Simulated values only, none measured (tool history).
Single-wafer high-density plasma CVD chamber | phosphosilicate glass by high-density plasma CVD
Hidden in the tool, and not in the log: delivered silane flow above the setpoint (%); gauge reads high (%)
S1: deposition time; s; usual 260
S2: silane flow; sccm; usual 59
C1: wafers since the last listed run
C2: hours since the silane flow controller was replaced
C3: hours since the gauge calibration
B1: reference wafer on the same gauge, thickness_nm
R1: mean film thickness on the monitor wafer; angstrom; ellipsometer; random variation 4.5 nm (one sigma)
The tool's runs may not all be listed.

run    hour   S1  S2   C1      C2      C3        B1        R1
  1       0  260  59    0    1705   622.2  1729.219  15570.68
  2    52.6  260  59  267  1757.6   674.8  1730.266  15471.78
  3     113  260  59  307    1818   735.2   1729.79  15417.65
  4   154.6  245  59  211  1859.6   776.8  1730.998  14525.01
  5   289.3  245  59  685  1994.3   911.5  1727.587  14436.86
  6   335.1  260  59  233  2040.1   957.3  1729.852  15291.17
  7     394  260  59  299    2099  1016.2  1729.075  15291.16
  8   430.1  260  59  183  2135.1  1052.3  1729.549  15357.46
  9   498.9  260  59  350  2203.9  1121.1  1729.128  15247.02
 10   560.2  260  59  311  2265.2  1182.4  1729.335  15191.39
 11   632.2  260  59  366  2337.2  1254.4  1729.442  15176.05
 12   688.8  260  59  288  2393.8    1311  1729.659  15137.15
 13   725.4  244  53  186  2430.4  1347.6  1729.892  12740.34
 14   750.9  230  69  129  2455.9  1373.1  1729.381     15572
        773  -- silane flow controller replaced
 15   843.3  260  59  429    70.3  1465.5  1729.284  14637.96
 16     886  238  59  217     113  1508.2  1730.572  13357.98
 17   919.8  260  68  171   146.8    1542  1731.323  16825.92
 18   983.9  224  54  326   210.9  1606.1  1731.225  11493.88
 19  1050.5  278  59  338   277.5  1672.7  1730.149  15637.25
     1090.7  -- gauge calibrated
     1111.6  -- silane flow controller replaced, repeated, since the last time left the tool worse
 20  1239.1  222  70  918   127.5   148.4  1730.221  16064.47
 21  1306.3  244  71  341   194.7   215.6  1728.503  17859.09
 22  1338.7  260  59  164   227.1     248  1728.765  15812.59
 23    1392  217  65  271   280.4   301.3  1729.778  14524.79
 24  1438.1  260  59  234   326.5   347.4  1731.917   15830.4
 25  1482.4  260  59  225   370.8   391.7  1728.596   15880.1

The same runs without the tool's hidden state, with the same run-to-run variation:
run        R1
  1   15953.9
  2  15873.58
  3  15842.97
  4  14942.37
  5  14908.19
  6   15811.8
  7  15840.12
  8   15926.7
  9  15846.98
 10  15821.13
 11  15843.96
 12  15834.76
 13  13344.99
 14  16326.15
 15  15863.36
 16   14477.1
 17  18236.82
 18  12459.87
 19   16955.7
 20  16065.53
 21  17863.02
 22   15817.6
 23  14532.19
 24  15841.61
 25  15894.83

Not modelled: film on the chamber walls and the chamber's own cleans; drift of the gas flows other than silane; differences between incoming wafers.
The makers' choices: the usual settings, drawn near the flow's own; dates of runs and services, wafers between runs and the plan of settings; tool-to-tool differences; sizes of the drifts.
